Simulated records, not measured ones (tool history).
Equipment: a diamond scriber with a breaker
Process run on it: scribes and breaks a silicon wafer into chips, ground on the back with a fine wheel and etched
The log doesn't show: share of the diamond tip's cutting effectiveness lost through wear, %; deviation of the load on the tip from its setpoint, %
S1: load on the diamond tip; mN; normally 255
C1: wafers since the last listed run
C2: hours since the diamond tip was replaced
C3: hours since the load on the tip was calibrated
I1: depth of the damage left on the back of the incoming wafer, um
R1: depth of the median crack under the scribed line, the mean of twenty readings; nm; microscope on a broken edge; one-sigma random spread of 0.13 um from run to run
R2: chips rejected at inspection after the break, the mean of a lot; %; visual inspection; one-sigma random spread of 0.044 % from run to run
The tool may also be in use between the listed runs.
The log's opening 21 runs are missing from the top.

| run | day | S1 | C1 | C2 | C3 | I1 | R1 | R2 |
|---|---|---|---|---|---|---|---|---|
| 22 | 76.833 | 255 | 154 | 595.0 | 192.1 | 0.40 | 12000 | 1.09 |
| 23 | 80.879 | 210 | 214 | 692.1 | 289.2 | 0.33 | 10880 | 1.67 |
|  | 82.667 | diamond tip replaced by a new one |
| 24 | 93.125 | 276 | 643 | 251.0 | 583.1 | 0.77 | 12400 | 1.35 |
| 25 | 95.575 | 255 | 129 | 309.8 | 641.9 | 0.42 | 12010 | 1.16 |
| 26 | 97.521 | 228 | 103 | 356.5 | 688.6 | 0.56 | 11270 | 1.20 |
| 27 | 101.988 | 255 | 236 | 463.7 | 795.8 | 0.39 | 12190 | 1.11 |
| 28 | 106.246 | 195 | 225 | 565.9 | 898.0 | 0.71 | 10520 | 2.00 |
| 29 | 108.142 | 255 | 100 | 611.4 | 943.5 | 0.67 | 12160 | 1.27 |
| 30 | 111.358 | 304 | 170 | 688.6 | 1020.7 | 0.63 | 13200 | 2.16 |
|  | 114.229 | diamond tip replaced by a new one |
| 31 | 115.688 | 323 | 224 | 35.0 | 1124.6 | 0.33 | 13680 | 2.83 |
| 32 | 119.454 | 281 | 199 | 125.4 | 1215.0 | 0.78 | 12980 | 1.49 |

Run 33 has not been measured yet. What should we expect?
| 33 | 125.375 | 285 | 313 | 267.5 | 1357.1 | 0.79 | ? | ? |

R1: 13070 nm
R2: 1.79 %
The same run, on a tool lacking any hidden state, would have yielded R1 12580 nm, R2 1.36 %.
